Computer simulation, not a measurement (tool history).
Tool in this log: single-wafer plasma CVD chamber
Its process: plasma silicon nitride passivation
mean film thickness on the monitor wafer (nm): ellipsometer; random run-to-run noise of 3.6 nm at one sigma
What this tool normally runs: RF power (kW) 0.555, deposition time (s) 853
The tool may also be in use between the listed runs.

run,hour,RF power (kW),deposition time (s),wafers since the last listed run,hours since the last RF generator calibration,hours since the showerhead was replaced,hours since the gauge calibration,"read-back reference wafer on the same gauge, thickness_nm",mean film thickness on the monitor wafer (nm)
1,0,0.495,768,0,1492.2,6863.9,751.9,1351.217,1036.083
2,24.4,0.495,768,41,1516.6,6888.3,776.3,1350.477,1037.196
3,52.6,0.555,853,48,1544.8,6916.5,804.5,1348.577,1187.676
4,83.5,0.555,934,52,1575.7,6947.4,835.4,1349.512,1308.991
5,96.6,0.555,934,22,1588.8,6960.5,848.5,1349.699,1305.043
6,110,0.555,735,22,1602.2,6973.9,861.9,1349.723,1027.699
7,133.3,0.555,735,39,1625.5,6997.2,885.2,1350.762,1023.828
8,156.5,0.555,853,39,1648.7,7020.4,908.4,1351.605,1192.161
9,173.2,0.555,853,28,1665.4,7037.1,925.1,1350.943,1191.675
10,185.4,0.555,853,20,1677.6,7049.3,937.3,1348.799,1193.588
11,205.2,0.555,853,33,1697.4,7069.1,957.1,1347.511,1187.017
12,224.2,0.555,853,32,1716.4,7088.1,976.1,1348.216,1192.023
13,255.1,0.555,853,52,1747.3,7119,1007,1351.068,1189.878
# hour 285.1: showerhead replaced
14,288.9,0.555,853,44,1781.1,3.8,1040.8,1349.92,1191.146
15,305,0.555,853,27,1797.2,19.9,1056.9,1349.095,1191.89
16,320.2,0.585,785,25,1812.4,35.1,1072.1,1351.565,1105.28
17,342.8,0.555,853,38,1835,57.7,1094.7,1347.421,1192.807
18,355,0.555,853,20,1847.2,69.9,1106.9,1350.278,1195.217
19,380.8,0.555,853,44,1873,95.7,1132.7,1349.599,1188.264
20,401.4,0.465,723,35,1893.6,116.3,1153.3,1349.993,954.543
21,423.3,0.63,907,37,1915.5,138.2,1175.2,1348.624,1315.464
# hour 446.8: RF generator calibrated
22,447.3,0.595,711,27,0.5,162.2,1199.2,1348.449,1037.497
23,456.7,0.555,853,16,9.9,171.6,1208.6,1349.709,1216.452
24,486.3,0.505,853,50,39.5,201.2,1238.2,1349.835,1180.418
25,516.9,0.555,903,52,70.1,231.8,1268.8,1350.739,1292.125
26,531.8,0.64,777,25,85,246.7,1283.7,1349.318,1160.116
# hour 554.8: gauge calibrated
27,564.8,0.555,853,56,118,279.7,10,1349.172,1217.135
28,597.7,0.585,988,56,150.9,312.6,42.9,1348.107,1434.562
29,611.2,0.445,773,23,164.4,326.1,56.4,1349.866,1027.779
30,633.8,0.63,794,38,187,348.7,79,1351.117,1168.693
31,650.4,0.555,762,28,203.6,365.3,95.6,1347.301,1080.722
32,664.2,0.45,1007,23,217.4,379.1,109.4,1352.089,1347.227
33,689.4,0.555,853,43,242.6,404.3,134.6,1349.232,1211.261
34,704.1,0.555,853,25,257.3,419,149.3,1351.285,1208.996
35,737.1,0.455,901,56,290.3,452,182.3,1349.267,1206.092
36,757,0.555,853,33,310.2,471.9,202.2,1350.391,1211.393
37,776.8,0.505,917,33,330,491.7,222,1349.262,1262.931
38,796,0.555,853,32,349.2,510.9,241.2,1351.528,1208.516
39,825.1,0.555,998,49,378.3,540,270.3,1350.638,1409.14
40,838.7,0.555,853,23,391.9,553.6,283.9,1352.444,1205.005
41,864.8,0.47,952,44,418,579.7,310,1350.293,1285.312
42,895.6,0.63,721,52,448.8,610.5,340.8,1349.937,1058.671
43,931,0.525,694,60,484.2,645.9,376.2,1347.667,959.853
44,950.6,0.595,733,33,503.8,665.5,395.8,1352.557,1062.056

Consider 4 possible next runs. They are alternatives, not a sequence: every one starts from the tool as it was left by run 44. What does each give?
A,951.2,0.555,853,1,504.4,666.1,396.4,?,?
B,951.2,0.61,1021,1,504.4,666.1,396.4,?,?
C,951.2,0.66,777,1,504.4,666.1,396.4,?,?
D,951.2,0.5,1016,1,504.4,666.1,396.4,?,?

run,"read-back reference wafer on the same gauge, thickness_nm",mean film thickness on the monitor wafer (nm)
A,1351.101,1205.541
B,1351.101,1485.451
C,1351.101,1158.078
D,1351.101,1390.518
Without the tool's unlogged condition, the same runs would have read:
run,mean film thickness on the monitor wafer (nm)
A,1222.762
B,1506.67
C,1174.621
D,1410.382

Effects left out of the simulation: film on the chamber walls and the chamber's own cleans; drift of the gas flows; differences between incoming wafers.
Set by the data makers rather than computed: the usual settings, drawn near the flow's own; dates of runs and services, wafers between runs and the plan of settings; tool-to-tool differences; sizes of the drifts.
